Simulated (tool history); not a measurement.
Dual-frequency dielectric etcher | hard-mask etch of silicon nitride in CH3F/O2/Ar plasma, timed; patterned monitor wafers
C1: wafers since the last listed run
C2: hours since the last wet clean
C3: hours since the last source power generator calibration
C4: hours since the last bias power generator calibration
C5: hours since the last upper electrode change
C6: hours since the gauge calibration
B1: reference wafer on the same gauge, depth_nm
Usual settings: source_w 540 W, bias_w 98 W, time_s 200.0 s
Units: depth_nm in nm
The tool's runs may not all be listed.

run 1 hour=0.0 | source_w=540 bias_w=98 time_s=200.0 | C1=0 C2=310.0 C3=2679.5 C4=3227.9 C5=2281.7 C6=428.0 | B1=166.0 | depth_nm=181.1
-- hour=45.0 wet clean of the chamber
run 2 hour=79.5 | source_w=540 bias_w=98 time_s=200.0 | C1=434 C2=34.5 C3=2759.0 C4=3307.4 C5=2361.2 C6=507.5 | B1=166.1 | depth_nm=182.2
run 3 hour=164.9 | source_w=540 bias_w=98 time_s=200.0 | C1=668 C2=119.9 C3=2844.4 C4=3392.8 C5=2446.6 C6=592.9 | B1=166.0 | depth_nm=182.0
run 4 hour=219.6 | source_w=540 bias_w=113 time_s=200.0 | C1=428 C2=174.6 C3=2899.1 C4=3447.5 C5=2501.3 C6=647.6 | B1=165.9 | depth_nm=195.7
run 5 hour=318.7 | source_w=540 bias_w=113 time_s=200.0 | C1=775 C2=273.7 C3=2998.2 C4=3546.6 C5=2600.4 C6=746.7 | B1=166.3 | depth_nm=195.7
-- hour=361.8 source power generator calibrated
-- hour=385.8 upper electrode replaced
run 6 hour=386.3 | source_w=540 bias_w=113 time_s=200.0 | C1=310 C2=341.3 C3=24.5 C4=3614.2 C5=0.5 C6=814.3 | B1=165.9 | depth_nm=195.3
-- hour=449.5 wet clean of the chamber
-- hour=450.6 bias power generator calibrated
run 7 hour=451.1 | source_w=540 bias_w=98 time_s=247.0 | C1=310 C2=1.6 C3=89.3 C4=0.5 C5=65.3 C6=879.1 | B1=166.3 | depth_nm=225.1
-- hour=484.3 gauge calibrated
run 8 hour=497.2 | source_w=580 bias_w=98 time_s=175.5 | C1=360 C2=47.7 C3=135.4 C4=46.6 C5=111.4 C6=12.9 | B1=166.0 | depth_nm=162.9
run 9 hour=603.6 | source_w=430 bias_w=111 time_s=231.0 | C1=832 C2=154.1 C3=241.8 C4=153.0 C5=217.8 C6=119.3 | B1=165.8 | depth_nm=207.0
run 10 hour=688.3 | source_w=540 bias_w=121 time_s=200.0 | C1=663 C2=238.8 C3=326.5 C4=237.7 C5=302.5 C6=204.0 | B1=165.9 | depth_nm=201.9
run 11 hour=759.5 | source_w=540 bias_w=98 time_s=254.0 | C1=557 C2=310.0 C3=397.7 C4=308.9 C5=373.7 C6=275.2 | B1=166.2 | depth_nm=230.9
-- hour=831.8 wet clean of the chamber
run 12 hour=851.0 | source_w=430 bias_w=111 time_s=231.0 | C1=528 C2=19.2 C3=489.2 C4=400.4 C5=465.2 C6=366.7 | B1=166.1 | depth_nm=209.4
run 13 hour=888.5 | source_w=500 bias_w=78 time_s=200.0 | C1=293 C2=56.7 C3=526.7 C4=437.9 C5=502.7 C6=404.2 | B1=165.9 | depth_nm=158.2
run 14 hour=958.2 | source_w=540 bias_w=120 time_s=164.5 | C1=545 C2=126.4 C3=596.4 C4=507.6 C5=572.4 C6=473.9 | B1=166.1 | depth_nm=166.3

How the hidden state differs across the entries between the runs, from the last listed run before each to the first after it:
Between runs 1 and 2: wet clean of the chamber (hour 45.0)
  no hidden state differs between the two runs
Between runs 5 and 6: source power generator calibrated (hour 361.8); upper electrode replaced (hour 385.8)
  no hidden state differs between the two runs
Between runs 6 and 7: wet clean of the chamber (hour 449.5); bias power generator calibrated (hour 450.6)
  no hidden state differs between the two runs
Between runs 7 and 8: gauge calibrated (hour 484.3)
  no hidden state differs between the two runs
Between runs 11 and 12: wet clean of the chamber (hour 831.8)
  no hidden state differs between the two runs
